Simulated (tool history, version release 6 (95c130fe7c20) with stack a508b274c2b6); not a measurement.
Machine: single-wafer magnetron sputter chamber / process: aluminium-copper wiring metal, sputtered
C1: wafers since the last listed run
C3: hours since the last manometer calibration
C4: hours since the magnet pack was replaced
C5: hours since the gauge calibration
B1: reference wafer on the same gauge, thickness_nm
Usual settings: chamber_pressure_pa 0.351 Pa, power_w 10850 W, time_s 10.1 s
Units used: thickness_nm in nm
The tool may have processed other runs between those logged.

run 1 hour=0 | chamber_pressure_pa=0.301 power_w=10850 time_s=10.1 | C1=0 wafers_on_the_sputter_target=2965 C3=1235.8 C4=6806.5 C5=960.1 | B1=197.062 | thickness_nm=172.498
run 2 hour=42.5 | chamber_pressure_pa=0.351 power_w=10850 time_s=8.7 | C1=1192 wafers_on_the_sputter_target=4157 C3=1278.3 C4=6849 C5=1002.6 | B1=197.1 | thickness_nm=144.435
run 3 hour=78.9 | chamber_pressure_pa=0.351 power_w=10850 time_s=8.7 | C1=1020 wafers_on_the_sputter_target=5178 C3=1314.7 C4=6885.4 C5=1039 | B1=197.07 | thickness_nm=143.435
run 4 hour=142.3 | chamber_pressure_pa=0.351 power_w=10850 time_s=8.7 | C1=1778 wafers_on_the_sputter_target=6956 C3=1378.1 C4=6948.8 C5=1102.4 | B1=197.011 | thickness_nm=143.707
run 5 hour=173.4 | chamber_pressure_pa=0.351 power_w=10850 time_s=10.1 | C1=872 wafers_on_the_sputter_target=7829 C3=1409.2 C4=6979.9 C5=1133.5 | B1=196.872 | thickness_nm=166.625
run 6 hour=220.7 | chamber_pressure_pa=0.351 power_w=10850 time_s=10.1 | C1=1326 wafers_on_the_sputter_target=9155 C3=1456.5 C4=7027.2 C5=1180.8 | B1=197.003 | thickness_nm=166.342
-- hour=279.6 sputter target and shields replaced
run 7 hour=280.3 | chamber_pressure_pa=0.443 power_w=10850 time_s=9.5 | C1=1447 wafers_on_the_sputter_target=19 C3=1516.1 C4=7086.8 C5=1240.4 | B1=197.005 | thickness_nm=147.817
run 8 hour=310.7 | chamber_pressure_pa=0.443 power_w=10850 time_s=9.5 | C1=852 wafers_on_the_sputter_target=871 C3=1546.5 C4=7117.2 C5=1270.8 | B1=196.97 | thickness_nm=147.478
run 9 hour=363.2 | chamber_pressure_pa=0.443 power_w=10850 time_s=9.5 | C1=1472 wafers_on_the_sputter_target=2344 C3=1599 C4=7169.7 C5=1323.3 | B1=197.121 | thickness_nm=147.776
run 10 hour=407.8 | chamber_pressure_pa=0.351 power_w=10850 time_s=10.1 | C1=1251 wafers_on_the_sputter_target=3595 C3=1643.6 C4=7214.3 C5=1367.9 | B1=196.921 | thickness_nm=166.081
run 11 hour=456.6 | chamber_pressure_pa=0.351 power_w=10850 time_s=10.1 | C1=1368 wafers_on_the_sputter_target=4964 C3=1692.4 C4=7263.1 C5=1416.7 | B1=196.988 | thickness_nm=166.402
run 12 hour=508 | chamber_pressure_pa=0.351 power_w=10850 time_s=10.1 | C1=1441 wafers_on_the_sputter_target=6405 C3=1743.8 C4=7314.5 C5=1468.1 | B1=196.873 | thickness_nm=166.073
run 13 hour=575.7 | chamber_pressure_pa=0.31 power_w=10850 time_s=10.1 | C1=1898 wafers_on_the_sputter_target=8304 C3=1811.5 C4=7382.2 C5=1535.8 | B1=196.989 | thickness_nm=171.199
-- hour=683 sputter target and shields replaced
run 14 hour=690.3 | chamber_pressure_pa=0.31 power_w=10850 time_s=10.1 | C1=2990 wafers_on_the_sputter_target=204 C3=1926.1 C4=7496.8 C5=1650.4 | B1=197.045 | thickness_nm=170.597
run 15 hour=720.8 | chamber_pressure_pa=0.31 power_w=10850 time_s=10.1 | C1=855 wafers_on_the_sputter_target=1060 C3=1956.6 C4=7527.3 C5=1680.9 | B1=196.934 | thickness_nm=170.444
run 16 hour=788 | chamber_pressure_pa=0.351 power_w=10850 time_s=10.1 | C1=1884 wafers_on_the_sputter_target=2945 C3=2023.8 C4=7594.5 C5=1748.1 | B1=197.073 | thickness_nm=164.568
run 17 hour=837.1 | chamber_pressure_pa=0.351 power_w=10850 time_s=10.1 | C1=1377 wafers_on_the_sputter_target=4322 C3=2072.9 C4=7643.6 C5=1797.2 | B1=197.127 | thickness_nm=165.877
run 18 hour=865.5 | chamber_pressure_pa=0.313 power_w=10850 time_s=11.3 | C1=796 wafers_on_the_sputter_target=5118 C3=2101.3 C4=7672 C5=1825.6 | B1=196.977 | thickness_nm=190.018
run 19 hour=927.6 | chamber_pressure_pa=0.351 power_w=9950 time_s=9.6 | C1=1741 wafers_on_the_sputter_target=6860 C3=2163.4 C4=7734.1 C5=1887.7 | B1=197.069 | thickness_nm=144.552
run 20 hour=967.6 | chamber_pressure_pa=0.351 power_w=10850 time_s=10.1 | C1=1121 wafers_on_the_sputter_target=7982 C3=2203.4 C4=7774.1 C5=1927.7 | B1=197.002 | thickness_nm=165.416
-- hour=999.3 sputter target and shields replaced
run 21 hour=1004.7 | chamber_pressure_pa=0.234 power_w=11750 time_s=12.1 | C1=816 wafers_on_the_sputter_target=151 C3=2240.5 C4=7811.2 C5=1964.8 | B1=197.012 | thickness_nm=232.187
-- hour=1059.4 gauge calibrated
-- hour=1063.2 capacitance manometer re-zeroed and calibrated
-- hour=1104 magnet pack replaced, of another model than before
run 22 hour=1122.4 | chamber_pressure_pa=0.243 power_w=11700 time_s=9.1 | C1=2852 wafers_on_the_sputter_target=3004 C3=59.2 C4=18.4 C5=63 | B1=197.147 | thickness_nm=169.39
run 23 hour=1160.4 | chamber_pressure_pa=0.443 power_w=10850 time_s=9.5 | C1=1065 wafers_on_the_sputter_target=4070 C3=97.2 C4=56.4 C5=101 | B1=196.924 | thickness_nm=153.28
run 24 hour=1217.5 | chamber_pressure_pa=0.351 power_w=10850 time_s=11.5 | C1=1601 wafers_on_the_sputter_target=5671 C3=154.3 C4=113.5 C5=158.1 | B1=197.056 | thickness_nm=192.302
run 25 hour=1249.9 | chamber_pressure_pa=0.351 power_w=12650 time_s=8.8 | C1=908 wafers_on_the_sputter_target=6580 C3=186.7 C4=145.9 C5=190.5 | B1=197.041 | thickness_nm=170.921
run 26 hour=1275.7 | chamber_pressure_pa=0.398 power_w=9000 time_s=11.4 | C1=723 wafers_on_the_sputter_target=7304 C3=212.5 C4=171.7 C5=216.3 | B1=196.905 | thickness_nm=154.645
run 27 hour=1303 | chamber_pressure_pa=0.466 power_w=9400 time_s=10.1 | C1=765 wafers_on_the_sputter_target=8070 C3=239.8 C4=199 C5=243.6 | B1=197.014 | thickness_nm=140.243
run 28 hour=1382 | chamber_pressure_pa=0.254 power_w=12250 time_s=12 | C1=2215 wafers_on_the_sputter_target=10286 C3=318.8 C4=278 C5=322.6 | B1=197.035 | thickness_nm=232.216
-- hour=1392.5 sputter target and shields replaced
run 29 hour=1436.9 | chamber_pressure_pa=0.413 power_w=9050 time_s=8.5 | C1=1315 wafers_on_the_sputter_target=1245 C3=373.7 C4=332.9 C5=377.5 | B1=197.018 | thickness_nm=115.544
run 30 hour=1493.2 | chamber_pressure_pa=0.351 power_w=10850 time_s=10.1 | C1=1579 wafers_on_the_sputter_target=2824 C3=430 C4=389.2 C5=433.8 | B1=197.093 | thickness_nm=167.334
run 31 hour=1529 | chamber_pressure_pa=0.351 power_w=10850 time_s=10.1 | C1=1004 wafers_on_the_sputter_target=3829 C3=465.8 C4=425 C5=469.6 | B1=197.072 | thickness_nm=168.744
run 32 hour=1569.5 | chamber_pressure_pa=0.31 power_w=10850 time_s=10.1 | C1=1136 wafers_on_the_sputter_target=4965 C3=506.3 C4=465.5 C5=510.1 | B1=196.96 | thickness_nm=170.13
run 33 hour=1746.9 | chamber_pressure_pa=0.351 power_w=10850 time_s=10.1 | C1=4975 wafers_on_the_sputter_target=9941 C3=683.7 C4=642.9 C5=687.5 | B1=197.042 | thickness_nm=168.554
-- hour=1788.9 sputter target and shields replaced
run 34 hour=1789.4 | chamber_pressure_pa=0.397 power_w=12750 time_s=10.6 | C1=967 wafers_on_the_sputter_target=14 C3=726.2 C4=685.4 C5=730 | B1=196.956 | thickness_nm=203.376
run 35 hour=1807.6 | chamber_pressure_pa=0.46 power_w=10850 time_s=10.1 | C1=510 wafers_on_the_sputter_target=525 C3=744.4 C4=703.6 C5=748.2 | B1=196.867 | thickness_nm=161.184

3 options for the next run, each taken on its own from the tool as it stands now. Forecast them:
run A hour=1808 | chamber_pressure_pa=0.351 power_w=10850 time_s=10.1 | C1=11 wafers_on_the_sputter_target=536 C3=744.8 C4=704 C5=748.6 | B1=? | thickness_nm=?
run B hour=1808 | chamber_pressure_pa=0.445 power_w=10850 time_s=10.1 | C1=11 wafers_on_the_sputter_target=536 C3=744.8 C4=704 C5=748.6 | B1=? | thickness_nm=?
run C hour=1808 | chamber_pressure_pa=0.247 power_w=10050 time_s=9.1 | C1=11 wafers_on_the_sputter_target=536 C3=744.8 C4=704 C5=748.6 | B1=? | thickness_nm=?

run=A B1=197.136 thickness_nm=167.438
run=B B1=197.136 thickness_nm=162.259
run=C B1=197.136 thickness_nm=144.744
Had the tool no hidden state, the same runs would have come out as:
run=A thickness_nm=168.017
run=B thickness_nm=162.906
run=C thickness_nm=145.157
